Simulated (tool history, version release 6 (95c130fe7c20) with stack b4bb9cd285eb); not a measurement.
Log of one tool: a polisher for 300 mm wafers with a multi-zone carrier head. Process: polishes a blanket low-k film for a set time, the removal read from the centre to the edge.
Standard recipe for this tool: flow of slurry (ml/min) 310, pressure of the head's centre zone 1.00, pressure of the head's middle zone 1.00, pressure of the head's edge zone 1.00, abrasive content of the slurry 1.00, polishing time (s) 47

run	day	flow of slurry (ml/min)	pressure of the head's centre zone	pressure of the head's middle zone	pressure of the head's edge zone	abrasive content of the slurry	polishing time (s)	wafers since the last listed run	wafers polished on this pad	hours since the slurry nozzle was cleaned	hours since the centre zone pressure was calibrated	hours since the edge zone pressure was calibrated	hours since the carrier head's membrane was replaced	incoming thickness of the incoming film, nm	film removed at the wafer's centre (angstrom)	film removed at mid-radius (angstrom)	film removed at the wafer's edge (angstrom)
1	0.000	310	1.00	1.00	1.00	1.00	47	0	1195	61.0	122.5	116.4	1623.8	770.0	184	191	185
# day 2.271: carrier head's membrane replaced by a new one
2	2.317	310	1.00	1.00	1.00	1.00	47	766	1962	116.6	178.1	172.0	1.1	772.3	182	188	183
3	4.517	310	1.00	1.00	1.00	1.00	47	799	2762	169.4	230.9	224.8	53.9	781.5	185	192	184
# day 13.904: centre zone pressure recalibrated
4	16.442	310	1.00	1.00	1.00	1.00	47	4305	7067	455.6	60.9	511.0	340.1	778.4	185	191	186
# day 18.158: worn pad replaced by a new one
5	18.179	310	1.00	1.00	1.00	1.00	47	571	8	497.3	102.6	552.7	381.8	771.6	182	190	181
# day 18.554: edge zone pressure recalibrated
6	19.892	310	1.00	1.00	0.92	1.00	47	592	600	538.4	143.7	32.1	422.9	768.1	179	192	176
# day 20.004: slurry nozzle cleaned
7	22.312	310	0.91	1.00	1.00	1.10	47	865	1465	55.4	201.8	90.2	481.0	766.0	180	202	193
8	24.746	310	1.10	1.00	0.89	1.00	47	884	2350	113.8	260.2	148.6	539.4	768.2	199	192	176
9	27.692	310	0.92	1.00	1.03	1.20	47	1071	3421	184.5	330.9	219.3	610.1	770.5	191	207	202
10	31.842	310	1.00	1.00	1.00	1.00	47	1508	4930	284.1	430.5	318.9	709.7	782.3	182	192	185
11	34.883	310	1.00	1.00	1.04	1.00	34	1105	6036	357.1	503.5	391.9	782.7	769.5	131	138	134
# day 37.425: centre zone pressure recalibrated
12	38.717	380	1.11	1.00	1.00	0.85	37	1363	7399	449.1	31.0	483.9	874.7	761.3	143	136	131
# day 39.646: slurry nozzle cleaned
# day 40.967: worn pad replaced by a new one
# day 42.917: edge zone pressure recalibrated
13	42.942	310	1.00	1.00	1.00	1.00	47	1430	688	79.1	132.4	0.6	976.1	781.7	188	191	181
14	45.062	235	1.00	0.90	1.00	1.10	36	771	1459	130.0	183.3	51.5	1027.0	782.0	143	140	148
15	46.862	310	1.00	0.93	1.00	1.00	47	654	2114	173.2	226.5	94.7	1070.2	757.0	186	185	183
16	49.483	310	1.00	1.00	1.00	1.00	47	952	3066	236.1	289.4	157.6	1133.1	768.0	179	190	183
17	51.712	350	1.00	1.00	1.11	1.00	57	810	3877	289.6	342.9	211.1	1186.6	766.3	224	237	237
18	54.254	310	1.00	1.00	1.00	1.00	47	924	4801	350.6	403.9	272.1	1247.6	781.0	181	189	185
19	55.767	310	0.96	1.05	0.91	1.00	47	549	5351	386.9	440.2	308.4	1283.9	771.3	179	192	174
# day 58.367: centre zone pressure recalibrated
20	59.392	310	1.00	1.00	1.00	1.00	47	1287	6639	473.9	24.6	395.4	1370.9	772.8	181	189	184

State the hidden condition of the tool at each of the runs:
removal rate lost through wear of the pad, %: 0 across all the runs
slurry flow missing at the pad, %: 0 across all the runs
deviation of the centre zone's pressure from its setpoint, %: 0 across all the runs
deviation of the edge zone's pressure from its setpoint, %: 0 across all the runs

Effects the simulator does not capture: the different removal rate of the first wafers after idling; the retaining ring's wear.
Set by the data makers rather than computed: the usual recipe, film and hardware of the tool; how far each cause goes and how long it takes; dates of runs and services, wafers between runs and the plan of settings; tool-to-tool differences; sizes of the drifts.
